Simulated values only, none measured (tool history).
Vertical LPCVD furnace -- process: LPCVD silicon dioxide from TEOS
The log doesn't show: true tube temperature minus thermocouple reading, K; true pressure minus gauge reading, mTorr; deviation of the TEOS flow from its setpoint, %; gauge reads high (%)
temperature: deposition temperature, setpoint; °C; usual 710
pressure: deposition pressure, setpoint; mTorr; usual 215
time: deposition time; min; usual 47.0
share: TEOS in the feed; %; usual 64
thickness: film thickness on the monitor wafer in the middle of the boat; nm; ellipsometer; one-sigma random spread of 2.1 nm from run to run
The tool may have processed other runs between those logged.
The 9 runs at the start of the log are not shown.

run    hour  temperature  pressure  time  share  wafers since the last listed run  hours since the last temperature calibration  hours since the pressure gauge was zeroed  hours since the TEOS flow controller was replaced  hours since the gauge calibration  read-back reference wafer on the same gauge, thickness  thickness
 10   814.5          710       215  47.0     64                               905                                        2653.4                                     2207.5                                             5394.2                             2533.2                                                  365.46     365.50
 11   854.9          710       215  47.0     64                               638                                        2693.8                                     2247.9                                             5434.6                             2573.6                                                  366.47     366.70
 12   960.1          710       215  47.0     64                              1662                                        2799.0                                     2353.1                                             5539.8                             2678.8                                                  364.74     365.20
 13  1027.3          710       195  47.0     64                              1061                                        2866.2                                     2420.3                                             5607.0                             2746.0                                                  364.84     348.66
 14  1125.0          710       215  47.0     64                              1543                                        2963.9                                     2518.0                                             5704.7                             2843.7                                                  365.30     365.97
 15  1231.5          710       215  47.0     64                              1682                                        3070.4                                     2624.5                                             5811.2                             2950.2                                                  365.28     367.37
 16  1318.4          710       215  55.0     64                              1373                                        3157.3                                     2711.4                                             5898.1                             3037.1                                                  365.09     427.19
 17  1363.0          715       235  47.0     64                               704                                        3201.9                                     2756.0                                             5942.7                             3081.7                                                  364.38     427.02
     1449.9  -- pressure gauge zeroed
 18  1467.9          710       245  58.5     64                              1278                                        3306.8                                       18.0                                             6047.6                             3186.6                                                  365.33     496.66
 19  1566.2          710       230  47.0     64                              1553                                        3405.1                                      116.3                                             6145.9                             3284.9                                                  365.52     380.11
     1592.1  -- gauge calibrated
 20  1629.5          707       215  47.0     64                              1000                                        3468.4                                      179.6                                             6209.2                               37.4                                                  365.63     347.20
     1660.4  -- thermocouples replaced and temperature profile calibrated
 21  1703.9          710       215  47.0     64                               796                                          43.5                                      254.0                                             6283.6                              111.8                                                  364.17     365.81
 22  1784.1          710       215  47.0     64                              1267                                         123.7                                      334.2                                             6363.8                              192.0                                                  364.34     370.61
 23  1874.1          710       245  58.5     64                              1421                                         213.7                                      424.2                                             6453.8                              282.0                                                  364.96     492.96
 24  1936.9          710       200  47.0     64                               992                                         276.5                                      487.0                                             6516.6                              344.8                                                  365.52     357.10
     1976.8  -- TEOS flow controller replaced
 25  2037.0          719       175  41.5     72                              1202                                         376.6                                      587.1                                               60.2                              444.9                                                  365.23     378.96
 26  2144.7          710       215  47.0     64                              1701                                         484.3                                      694.8                                              167.9                              552.6                                                  364.76     367.66
 27  2223.8          710       215  47.0     64                              1249                                         563.4                                      773.9                                              247.0                              631.7                                                  364.37     368.56
 28  2314.3          710       215  47.0     69                              1429                                         653.9                                      864.4                                              337.5                              722.2                                                  365.37     380.09
 29  2401.0          713       240  47.0     56                              1369                                         740.6                                      951.1                                              424.2                              808.9                                                  364.97     391.63

What does the tool deliver on the next run?
 30  2464.4          710       235  37.5     64                              1001                                         804.0                                     1014.5                                              487.6                              872.3                                                       ?          ?

Run 30 produced read-back reference wafer on the same gauge, thickness 365.36, thickness 307.33 nm.
Take away the tool's hidden state, keep the run-to-run variation as it was, and the same run would have given thickness 313.81 nm.

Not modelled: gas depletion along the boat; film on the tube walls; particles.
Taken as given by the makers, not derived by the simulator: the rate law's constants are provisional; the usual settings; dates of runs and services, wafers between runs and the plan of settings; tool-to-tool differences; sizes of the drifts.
